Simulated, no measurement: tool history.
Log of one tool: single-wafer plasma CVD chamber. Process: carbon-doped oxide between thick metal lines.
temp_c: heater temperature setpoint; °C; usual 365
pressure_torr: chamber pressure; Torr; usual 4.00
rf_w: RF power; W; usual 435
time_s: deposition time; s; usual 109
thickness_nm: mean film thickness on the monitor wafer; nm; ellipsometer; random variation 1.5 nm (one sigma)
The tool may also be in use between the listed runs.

| run | day | temp_c | pressure_torr | rf_w | time_s | wafers since the last listed run | hours since the last thermocouple change | hours since the last RF generator calibration | hours since the last manometer calibration | hours since the showerhead was replaced | hours since the gauge calibration | read-back reference wafer on the same gauge, thickness_nm | thickness_nm |
|---|---|---|---|---|---|---|---|---|---|---|---|---|---|
| 1 | 0.000 | 365 | 4.00 | 415 | 109 | 0 | 1235.8 | 469.3 | 1227.5 | 4232.4 | 1056.1 | 468.700 | 421.410 |
| 2 | 3.458 | 365 | 4.00 | 415 | 109 | 976 | 1318.8 | 552.3 | 1310.5 | 4315.4 | 1139.1 | 468.164 | 417.651 |
|  | 5.288 | capacitance manometer re-zeroed and calibrated |
| 3 | 5.308 | 365 | 4.00 | 435 | 109 | 428 | 1363.2 | 596.7 | 0.5 | 4359.8 | 1183.5 | 468.911 | 425.462 |
| 4 | 7.829 | 365 | 4.00 | 435 | 109 | 712 | 1423.7 | 657.2 | 61.0 | 4420.3 | 1244.0 | 469.345 | 424.181 |
| 5 | 9.550 | 365 | 4.00 | 435 | 109 | 486 | 1465.0 | 698.5 | 102.3 | 4461.6 | 1285.3 | 468.681 | 427.103 |
| 6 | 13.979 | 365 | 3.45 | 435 | 109 | 1251 | 1571.3 | 804.8 | 208.6 | 4567.9 | 1391.6 | 468.903 | 408.696 |
| 7 | 17.933 | 365 | 4.00 | 435 | 109 | 1117 | 1666.2 | 899.7 | 303.5 | 4662.8 | 1486.5 | 468.827 | 423.646 |
| 8 | 21.125 | 365 | 4.00 | 435 | 109 | 901 | 1742.8 | 976.3 | 380.1 | 4739.4 | 1563.1 | 469.363 | 421.216 |
| 9 | 24.550 | 365 | 4.00 | 435 | 109 | 967 | 1825.0 | 1058.5 | 462.3 | 4821.6 | 1645.3 | 469.542 | 418.918 |
| 10 | 28.125 | 365 | 4.00 | 435 | 109 | 1009 | 1910.8 | 1144.3 | 548.1 | 4907.4 | 1731.1 | 469.529 | 421.447 |
| 11 | 40.058 | 365 | 4.00 | 435 | 109 | 3371 | 2197.2 | 1430.7 | 834.5 | 5193.8 | 2017.5 | 469.356 | 419.796 |
| 12 | 43.446 | 365 | 4.00 | 435 | 109 | 956 | 2278.5 | 1512.0 | 915.8 | 5275.1 | 2098.8 | 469.362 | 418.596 |
|  | 47.546 | RF generator calibrated |
| 13 | 47.567 | 365 | 4.00 | 435 | 109 | 1069 | 2377.4 | 0.5 | 1014.7 | 5374.0 | 2197.7 | 469.115 | 428.550 |
| 14 | 49.038 | 377 | 3.47 | 435 | 99 | 415 | 2412.7 | 35.8 | 1050.0 | 5409.3 | 2233.0 | 469.636 | 370.378 |
|  | 50.467 | capacitance manometer re-zeroed and calibrated |
| 15 | 52.475 | 379 | 3.70 | 475 | 95 | 876 | 2495.2 | 118.3 | 48.2 | 5491.8 | 2315.5 | 468.629 | 372.775 |
|  | 56.629 | gauge calibrated |
| 16 | 56.838 | 365 | 3.42 | 365 | 100 | 1232 | 2599.9 | 223.0 | 152.9 | 5596.5 | 5.0 | 468.876 | 347.766 |
|  | 58.475 | showerhead replaced |
| 17 | 59.358 | 365 | 3.56 | 515 | 120 | 617 | 2660.4 | 283.5 | 213.4 | 21.2 | 65.5 | 468.784 | 492.036 |
| 18 | 62.592 | 365 | 4.00 | 415 | 109 | 913 | 2738.0 | 361.1 | 291.0 | 98.8 | 143.1 | 469.270 | 416.317 |
| 19 | 66.204 | 365 | 4.00 | 435 | 109 | 1020 | 2824.7 | 447.8 | 377.7 | 185.5 | 229.8 | 468.480 | 420.222 |
|  | 68.954 | thermocouple changed; heater temperature recalibrated |
| 20 | 70.683 | 358 | 4.00 | 375 | 123 | 1171 | 41.5 | 555.3 | 485.2 | 293.0 | 337.3 | 469.187 | 458.399 |
| 21 | 73.021 | 353 | 3.35 | 390 | 116 | 660 | 97.6 | 611.4 | 541.3 | 349.1 | 393.4 | 469.319 | 428.711 |
| 22 | 75.642 | 365 | 4.00 | 435 | 109 | 740 | 160.5 | 674.3 | 604.2 | 412.0 | 456.3 | 468.927 | 426.080 |
| 23 | 86.600 | 353 | 3.08 | 500 | 126 | 3095 | 423.5 | 937.3 | 867.2 | 675.0 | 719.3 | 468.247 | 515.120 |
| 24 | 89.938 | 369 | 4.86 | 520 | 109 | 942 | 503.6 | 1017.4 | 947.3 | 755.1 | 799.4 | 468.693 | 475.355 |
| 25 | 93.762 | 365 | 3.60 | 490 | 109 | 1080 | 595.4 | 1109.2 | 1039.1 | 846.9 | 891.2 | 469.035 | 440.082 |
| 26 | 95.908 | 365 | 3.02 | 435 | 109 | 606 | 646.9 | 1160.7 | 1090.6 | 898.4 | 942.7 | 469.338 | 398.441 |
| 27 | 97.650 | 353 | 3.53 | 365 | 117 | 492 | 688.7 | 1202.5 | 1132.4 | 940.2 | 984.5 | 468.912 | 418.233 |

Forecast each of these 5 alternatives for the next run:
| A | 97.667 | 365 | 4.00 | 435 | 109 | 4 | 689.1 | 1202.9 | 1132.8 | 940.6 | 984.9 | ? | ? |
| B | 97.667 | 374 | 4.00 | 400 | 109 | 4 | 689.1 | 1202.9 | 1132.8 | 940.6 | 984.9 | ? | ? |
| C | 97.667 | 365 | 4.00 | 435 | 102 | 4 | 689.1 | 1202.9 | 1132.8 | 940.6 | 984.9 | ? | ? |
| D | 97.667 | 365 | 3.54 | 495 | 109 | 4 | 689.1 | 1202.9 | 1132.8 | 940.6 | 984.9 | ? | ? |
| E | 97.667 | 356 | 4.00 | 435 | 96 | 4 | 689.1 | 1202.9 | 1132.8 | 940.6 | 984.9 | ? | ? |

| run | read-back reference wafer on the same gauge, thickness_nm | thickness_nm |
|---|---|---|
| A | 469.491 | 419.982 |
| B | 469.491 | 394.827 |
| C | 469.491 | 393.144 |
| D | 469.491 | 436.674 |
| E | 469.491 | 378.964 |
Without the tool's hidden state the same runs would have given:
| run | thickness_nm |
|---|---|
| A | 437.472 |
| B | 411.188 |
| C | 409.516 |
| D | 452.816 |
| E | 394.834 |
